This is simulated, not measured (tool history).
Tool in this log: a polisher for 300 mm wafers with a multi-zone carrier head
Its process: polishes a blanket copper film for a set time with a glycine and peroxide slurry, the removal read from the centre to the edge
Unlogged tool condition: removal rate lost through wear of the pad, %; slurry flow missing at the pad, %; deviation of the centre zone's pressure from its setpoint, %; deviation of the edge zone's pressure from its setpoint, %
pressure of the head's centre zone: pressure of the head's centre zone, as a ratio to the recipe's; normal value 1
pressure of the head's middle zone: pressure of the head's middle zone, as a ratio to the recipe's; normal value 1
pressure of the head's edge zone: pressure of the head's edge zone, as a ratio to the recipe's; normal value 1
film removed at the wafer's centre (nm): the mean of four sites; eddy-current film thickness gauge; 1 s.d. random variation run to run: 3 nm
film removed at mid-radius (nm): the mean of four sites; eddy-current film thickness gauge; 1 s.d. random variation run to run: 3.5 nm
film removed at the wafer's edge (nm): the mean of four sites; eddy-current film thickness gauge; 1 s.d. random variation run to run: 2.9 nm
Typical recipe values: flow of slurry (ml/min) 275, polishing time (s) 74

run,hour,flow of slurry (ml/min),pressure of the head's centre zone,pressure of the head's middle zone,pressure of the head's edge zone,polishing time (s),wafers since the last listed run,wafers polished on this pad,hours since the slurry nozzle was cleaned,hours since the centre zone pressure was calibrated,hours since the edge zone pressure was calibrated,hours since the carrier head's membrane was replaced,"incoming thickness of the incoming film, nm",film removed at the wafer's centre (nm),film removed at mid-radius (nm),film removed at the wafer's edge (nm)
1,0,275,1,1,1,74,0,1005,433.1,273.1,677.1,998.1,2146.6,270.6,277,270.6
2,12.9,275,1,1,1,74,125,1130,446,286,690,1011,2134,268.8,276.7,275.8
3,23.9,275,1,1,1,74,106,1237,457,297,701,1022,2217.8,267.9,275.6,272
4,40.7,275,1,1,1,74,163,1401,473.8,313.8,717.8,1038.8,2160.7,265.9,272.2,277.7
5,51.2,275,1,1,1,74,102,1503,484.3,324.3,728.3,1049.3,2165.6,266.8,274,275.5
# hour 59.1: worn pad replaced by a new one
6,59.6,275,1,1,1,74,42,5,492.7,332.7,736.7,1057.7,2170.2,287.6,293.6,293.6
7,70,275,1,1,1,74,101,106,503.1,343.1,747.1,1068.1,2163.1,278.4,282.7,287.2
8,84.8,275,1,1,1,74,143,250,517.9,357.9,761.9,1082.9,2186.8,274.8,288.8,283.7
9,96.5,275,1,1,1.05,74,113,363,529.6,369.6,773.6,1094.6,2165.6,276,284.9,290.6
10,105,345,1.09,1,1,74,82,446,538.1,378.1,782.1,1103.1,2171.9,301.6,290.9,281.9
# hour 115.2: edge zone pressure recalibrated
11,122.2,275,1,1,1,74,147,594,555.3,395.3,7,1120.3,2147.2,263.2,281.3,277
# hour 124.1: slurry nozzle cleaned
# hour 127.3: centre zone pressure recalibrated
# hour 131.5: carrier head's membrane replaced by a new one
12,132,350,1,1.05,1,55,25,619,7.9,4.7,16.8,0.5,2157.5,208.9,216.4,205.2
13,139.6,305,0.96,0.96,1,82,73,693,15.5,12.3,24.4,8.1,2182.2,293.1,303.5,304.8
14,146,275,1,1,1,74,62,755,21.9,18.7,30.8,14.5,2214.2,264.3,279.2,273.2
15,155.5,315,1.08,1,0.94,57,92,847,31.4,28.2,40.3,24,2194.9,220.7,216.5,205.8
16,165.6,275,1,1,1.1,83,98,946,41.5,38.3,50.4,34.1,2191.5,300,311.6,327.1
17,176.2,275,1.1,1.08,1,74,103,1049,52.1,48.9,61,44.7,2202,294.9,289.2,268.9

How would selected steps in film removed at the wafer's centre (nm) from run to run divide? Give the signed amount a tool lacking its hidden state would still show from settings, what came in and random variation, and the signed amount left for the hidden state, including any gauge scatter that is not in both of the compared results.
Run 5 -> 6: worn pad replaced by a new one. film removed at the wafer's centre (nm) +20.8: hidden state +20.5, all else +0.3.
Run 12 -> 13: flow of slurry (ml/min) 350 -> 305, pressure of the head's centre zone 1 -> 0.96, pressure of the head's middle zone 1.05 -> 0.96, polishing time (s) 55 -> 82. film removed at the wafer's centre (nm) +84.2: hidden state -7.4, all else +91.6.
